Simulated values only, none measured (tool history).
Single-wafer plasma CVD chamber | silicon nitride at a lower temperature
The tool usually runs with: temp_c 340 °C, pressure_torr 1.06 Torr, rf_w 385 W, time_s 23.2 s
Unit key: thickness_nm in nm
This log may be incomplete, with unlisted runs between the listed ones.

| run | hour | temp_c | pressure_torr | rf_w | time_s | wafers since the last listed run | hours since the last thermocouple change | hours since the last RF generator calibration | hours since the last manometer calibration | hours since the showerhead was replaced | hours since the gauge calibration | read-back reference wafer on the same gauge, thickness_nm | thickness_nm |
|---|---|---|---|---|---|---|---|---|---|---|---|---|---|
| 1 | 0.0 | 340 | 1.06 | 385 | 23.2 | 0 | 1694.5 | 1682.8 | 2409.6 | 3008.1 | 97.0 | 26.103 | 25.587 |
| 2 | 11.1 | 340 | 1.06 | 385 | 23.2 | 242 | 1705.6 | 1693.9 | 2420.7 | 3019.2 | 108.1 | 26.103 | 25.615 |
| 3 | 28.2 | 340 | 1.06 | 385 | 23.2 | 373 | 1722.7 | 1711.0 | 2437.8 | 3036.3 | 125.2 | 26.096 | 25.593 |
| 4 | 35.4 | 340 | 1.06 | 385 | 23.2 | 157 | 1729.9 | 1718.2 | 2445.0 | 3043.5 | 132.4 | 26.098 | 25.630 |
| 5 | 45.1 | 340 | 1.14 | 385 | 23.2 | 211 | 1739.6 | 1727.9 | 2454.7 | 3053.2 | 142.1 | 26.099 | 26.461 |
| 6 | 51.9 | 349 | 1.06 | 385 | 25.4 | 148 | 1746.4 | 1734.7 | 2461.5 | 3060.0 | 148.9 | 26.107 | 27.930 |
| 7 | 68.9 | 340 | 1.06 | 385 | 21.8 | 371 | 1763.4 | 1751.7 | 2478.5 | 3077.0 | 165.9 | 26.103 | 23.968 |
| 8 | 82.4 | 340 | 1.06 | 385 | 21.8 | 294 | 1776.9 | 1765.2 | 2492.0 | 3090.5 | 179.4 | 26.099 | 24.056 |
|  | 101.9 | capacitance manometer re-zeroed and calibrated |
| 9 | 102.4 | 340 | 1.06 | 385 | 21.8 | 262 | 1796.9 | 1785.2 | 0.5 | 3110.5 | 199.4 | 26.098 | 22.999 |
| 10 | 105.5 | 340 | 1.06 | 385 | 23.2 | 67 | 1800.0 | 1788.3 | 3.6 | 3113.6 | 202.5 | 26.102 | 24.472 |
| 11 | 120.4 | 340 | 1.06 | 385 | 23.2 | 325 | 1814.9 | 1803.2 | 18.5 | 3128.5 | 217.4 | 26.095 | 24.435 |
|  | 134.1 | RF generator calibrated |
| 12 | 135.6 | 340 | 0.95 | 385 | 23.2 | 157 | 1830.1 | 1.5 | 33.7 | 3143.7 | 232.6 | 26.096 | 24.418 |
|  | 146.7 | gauge calibrated |
| 13 | 151.6 | 340 | 1.06 | 385 | 23.2 | 349 | 1846.1 | 17.5 | 49.7 | 3159.7 | 4.9 | 26.095 | 25.846 |
| 14 | 163.7 | 340 | 1.06 | 385 | 23.2 | 264 | 1858.2 | 29.6 | 61.8 | 3171.8 | 17.0 | 26.101 | 25.802 |
| 15 | 178.3 | 340 | 1.06 | 385 | 23.2 | 319 | 1872.8 | 44.2 | 76.4 | 3186.4 | 31.6 | 26.099 | 25.861 |
| 16 | 184.8 | 340 | 1.06 | 385 | 23.2 | 142 | 1879.3 | 50.7 | 82.9 | 3192.9 | 38.1 | 26.100 | 25.891 |
|  | 200.2 | showerhead replaced |
| 17 | 200.7 | 330 | 1.16 | 360 | 19.0 | 172 | 1895.2 | 66.6 | 98.8 | 0.5 | 54.0 | 26.102 | 21.182 |
| 18 | 206.0 | 340 | 1.06 | 385 | 23.2 | 115 | 1900.5 | 71.9 | 104.1 | 5.8 | 59.3 | 26.106 | 25.900 |
| 19 | 213.5 | 348 | 1.21 | 445 | 23.2 | 163 | 1908.0 | 79.4 | 111.6 | 13.3 | 66.8 | 26.099 | 30.322 |
| 20 | 224.9 | 340 | 1.06 | 310 | 27.3 | 249 | 1919.4 | 90.8 | 123.0 | 24.7 | 78.2 | 26.098 | 25.910 |
| 21 | 234.1 | 353 | 0.88 | 425 | 19.8 | 201 | 1928.6 | 100.0 | 132.2 | 33.9 | 87.4 | 26.094 | 21.093 |
| 22 | 246.7 | 340 | 1.06 | 450 | 24.5 | 275 | 1941.2 | 112.6 | 144.8 | 46.5 | 100.0 | 26.104 | 30.371 |
|  | 257.6 | thermocouple changed; heater temperature recalibrated |
| 23 | 258.4 | 345 | 0.97 | 460 | 26.1 | 80 | 0.8 | 124.3 | 156.5 | 58.2 | 111.7 | 26.101 | 31.317 |
| 24 | 273.9 | 340 | 0.90 | 430 | 23.2 | 338 | 16.3 | 139.8 | 172.0 | 73.7 | 127.2 | 26.103 | 25.380 |
| 25 | 281.9 | 340 | 1.06 | 385 | 23.2 | 174 | 24.3 | 147.8 | 180.0 | 81.7 | 135.2 | 26.103 | 25.926 |
| 26 | 290.9 | 340 | 1.06 | 385 | 23.2 | 196 | 33.3 | 156.8 | 189.0 | 90.7 | 144.2 | 26.104 | 25.919 |
| 27 | 303.1 | 346 | 1.06 | 365 | 20.4 | 266 | 45.5 | 169.0 | 201.2 | 102.9 | 156.4 | 26.096 | 21.927 |
| 28 | 315.1 | 340 | 1.06 | 385 | 23.2 | 262 | 57.5 | 181.0 | 213.2 | 114.9 | 168.4 | 26.098 | 25.944 |
| 29 | 330.2 | 340 | 1.06 | 385 | 23.2 | 329 | 72.6 | 196.1 | 228.3 | 130.0 | 183.5 | 26.098 | 25.935 |
| 30 | 338.8 | 332 | 1.06 | 410 | 23.2 | 187 | 81.2 | 204.7 | 236.9 | 138.6 | 192.1 | 26.103 | 27.124 |

Branching from run 30: 3 alternative next runs. What would each branch give?
| A | 339.2 | 340 | 1.06 | 385 | 19.2 | 8 | 81.6 | 205.1 | 237.3 | 139.0 | 192.5 | ? | ? |
| B | 339.2 | 340 | 1.23 | 425 | 23.2 | 8 | 81.6 | 205.1 | 237.3 | 139.0 | 192.5 | ? | ? |
| C | 339.2 | 340 | 1.15 | 385 | 23.2 | 8 | 81.6 | 205.1 | 237.3 | 139.0 | 192.5 | ? | ? |

| run | read-back reference wafer on the same gauge, thickness_nm | thickness_nm |
|---|---|---|
| A | 26.097 | 21.514 |
| B | 26.097 | 29.803 |
| C | 26.097 | 27.026 |
Take away the tool's hidden state, keep each run's random variation, and the runs would have read:
| run | thickness_nm |
|---|---|
| A | 21.536 |
| B | 29.831 |
| C | 27.064 |
